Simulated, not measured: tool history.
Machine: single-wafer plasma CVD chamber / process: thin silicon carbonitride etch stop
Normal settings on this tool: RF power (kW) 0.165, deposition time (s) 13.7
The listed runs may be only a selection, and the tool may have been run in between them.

run,day,RF power (kW),deposition time (s),wafers since the last listed run,hours since the last thermocouple change,hours since the last RF generator calibration,hours since the showerhead was replaced,hours since the gauge calibration,"read-back reference wafer on the same gauge, thickness_nm",mean film thickness on the monitor wafer (angstrom)
1,0,0.145,13.7,0,1120.5,1368.3,6723.2,1167.6,7.394,70.36
2,2.65,0.145,13.7,2250,1184.1,1431.9,6786.8,1231.2,7.411,70.29
3,4,0.165,15.4,1146,1216.5,1464.3,6819.2,1263.6,7.402,81.73
4,5.183,0.165,15.4,1005,1244.9,1492.7,6847.6,1292,7.39,82.21
5,7.854,0.165,15.4,2268,1309,1556.8,6911.7,1356.1,7.408,81.73
6,9.271,0.165,13.7,1203,1343,1590.8,6945.7,1390.1,7.403,73.05
7,12.079,0.165,13.7,2385,1410.4,1658.2,7013.1,1457.5,7.396,73.33
8,16.425,0.165,13.7,3691,1514.7,1762.5,7117.4,1561.8,7.394,72.96
9,17.712,0.165,13.7,1093,1545.6,1793.4,7148.3,1592.7,7.402,72.32
10,18.871,0.165,15.1,983,1573.4,1821.2,7176.1,1620.5,7.399,79.96
11,20.667,0.165,15.1,1525,1616.5,1864.3,7219.2,1663.6,7.403,80.4
12,22.2,0.165,13.7,1302,1653.3,1901.1,7256,1700.4,7.392,72.44
# day 23.817: thermocouple changed; heater temperature recalibrated
13,24.946,0.165,13.7,2048,27.1,1967,7321.9,1766.3,7.401,72.66
# day 27.729: showerhead replaced
14,27.75,0.18,13.7,2098,94.4,2034.3,0.5,1833.6,7.396,74.18
# day 28.371: gauge calibrated
15,29.283,0.18,13.7,1302,131.2,2071.1,37.3,21.9,7.411,74.93
16,30.446,0.14,15.7,987,159.1,2099,65.2,49.8,7.387,78.7
17,32.258,0.14,15.7,1539,202.6,2142.5,108.7,93.3,7.413,77.68
18,35.133,0.165,13.7,2441,271.6,2211.5,177.7,162.3,7.416,72.14
19,37.562,0.19,15.2,2063,329.9,2269.8,236,220.6,7.401,84.48
20,40.35,0.155,11.7,2367,396.8,2336.7,302.9,287.5,7.403,60.18
21,41.95,0.165,13.7,1358,435.2,2375.1,341.3,325.9,7.39,72.21
# day 43.8: RF generator calibrated
22,43.821,0.19,15.3,1305,480.1,0.5,386.2,370.8,7.397,87.38
23,45.15,0.165,14.6,1128,512,32.4,418.1,402.7,7.402,78.97
24,47.362,0.165,13.7,1879,565.1,85.5,471.2,455.8,7.391,74.07
25,49.942,0.18,14.4,2190,627,147.4,533.1,517.7,7.391,80.25
26,52.425,0.155,14.9,2109,686.6,207,592.7,577.3,7.383,78.65
27,54.125,0.15,15.2,1443,727.4,247.8,633.5,618.1,7.396,79.8
28,56.033,0.165,13,1620,773.2,293.6,679.3,663.9,7.397,69.99
29,57.867,0.145,12.8,1557,817.2,337.6,723.3,707.9,7.4,66.19
30,66.446,0.165,13.7,7286,1023.1,543.5,929.2,913.8,7.391,74
31,68.212,0.145,12.9,1500,1065.5,585.9,971.6,956.2,7.406,66.32
32,69.517,0.15,16.2,1107,1096.8,617.2,1002.9,987.5,7.41,84.23
33,71.838,0.185,15.3,1971,1152.5,672.9,1058.6,1043.2,7.39,85.25
34,74.583,0.18,12.6,2332,1218.4,738.8,1124.5,1109.1,7.391,70.06

Predict each of these 3 candidate next runs independently; none follows another, all start after run 34:
A,74.6,0.165,12,14,1218.8,739.2,1124.9,1109.5,?,?
B,74.6,0.145,11.9,14,1218.8,739.2,1124.9,1109.5,?,?
C,74.6,0.18,14.7,14,1218.8,739.2,1124.9,1109.5,?,?

run,"read-back reference wafer on the same gauge, thickness_nm",mean film thickness on the monitor wafer (angstrom)
A,7.396,64.56
B,7.396,61.14
C,7.396,81.52
Had the tool no hidden state, the same runs would have come out as:
run,mean film thickness on the monitor wafer (angstrom)
A,64.82
B,61.39
C,81.85
